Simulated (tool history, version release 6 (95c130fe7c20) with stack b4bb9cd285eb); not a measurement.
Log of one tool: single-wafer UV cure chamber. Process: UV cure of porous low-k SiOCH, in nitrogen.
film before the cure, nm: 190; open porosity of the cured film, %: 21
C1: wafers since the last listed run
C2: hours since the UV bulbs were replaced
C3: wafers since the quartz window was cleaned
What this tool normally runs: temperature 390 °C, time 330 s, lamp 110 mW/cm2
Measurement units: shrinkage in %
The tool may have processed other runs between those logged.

run 1 hour=0.0 | temperature=390 time=330 lamp=110 | C1=0 C2=1756.2 C3=5122 | shrinkage=16.428
run 2 hour=14.5 | temperature=390 time=330 lamp=110 | C1=53 C2=1770.7 C3=5175 | shrinkage=16.417
run 3 hour=29.5 | temperature=390 time=330 lamp=110 | C1=55 C2=1785.7 C3=5231 | shrinkage=16.346
run 4 hour=35.8 | temperature=390 time=330 lamp=110 | C1=23 C2=1792.0 C3=5254 | shrinkage=16.534
run 5 hour=44.9 | temperature=390 time=330 lamp=110 | C1=33 C2=1801.1 C3=5287 | shrinkage=16.611
run 6 hour=51.0 | temperature=390 time=330 lamp=120 | C1=22 C2=1807.2 C3=5310 | shrinkage=17.076
-- hour=60.0 UV bulbs replaced
run 7 hour=63.9 | temperature=390 time=330 lamp=110 | C1=18 C2=3.9 C3=5328 | shrinkage=16.372
run 8 hour=73.2 | temperature=390 time=230 lamp=78 | C1=34 C2=13.2 C3=5362 | shrinkage=12.803
run 9 hour=85.5 | temperature=390 time=330 lamp=110 | C1=45 C2=25.5 C3=5407 | shrinkage=16.468
run 10 hour=99.7 | temperature=403 time=485 lamp=148 | C1=52 C2=39.7 C3=5460 | shrinkage=20.568
run 11 hour=113.5 | temperature=390 time=330 lamp=110 | C1=50 C2=53.5 C3=5511 | shrinkage=16.534
run 12 hour=120.0 | temperature=380 time=515 lamp=110 | C1=23 C2=60.0 C3=5534 | shrinkage=18.473
-- hour=131.4 quartz window cleaned
run 13 hour=131.9 | temperature=408 time=515 lamp=137 | C1=14 C2=71.9 C3=1 | shrinkage=20.259
run 14 hour=144.1 | temperature=375 time=275 lamp=90 | C1=44 C2=84.1 C3=46 | shrinkage=14.083
run 15 hour=156.3 | temperature=403 time=140 lamp=110 | C1=44 C2=96.3 C3=91 | shrinkage=12.248
run 16 hour=164.3 | temperature=390 time=330 lamp=110 | C1=29 C2=104.3 C3=121 | shrinkage=16.446
run 17 hour=181.0 | temperature=390 time=430 lamp=110 | C1=61 C2=121.0 C3=182 | shrinkage=17.998
run 18 hour=195.5 | temperature=390 time=330 lamp=110 | C1=53 C2=135.5 C3=235 | shrinkage=16.404

Predict each of these 3 candidate next runs independently; none follows another, all start after run 18:
run A hour=196.0 | temperature=390 time=330 lamp=110 | C1=1 C2=136.0 C3=237 | shrinkage=?
run B hour=196.0 | temperature=378 time=505 lamp=110 | C1=1 C2=136.0 C3=237 | shrinkage=?
run C hour=196.0 | temperature=408 time=160 lamp=74 | C1=1 C2=136.0 C3=237 | shrinkage=?

run=A shrinkage=16.629
run=B shrinkage=18.732
run=C shrinkage=11.079
With no hidden state in the tool, these same runs would have given:
run=A shrinkage=16.629
run=B shrinkage=18.732
run=C shrinkage=11.079
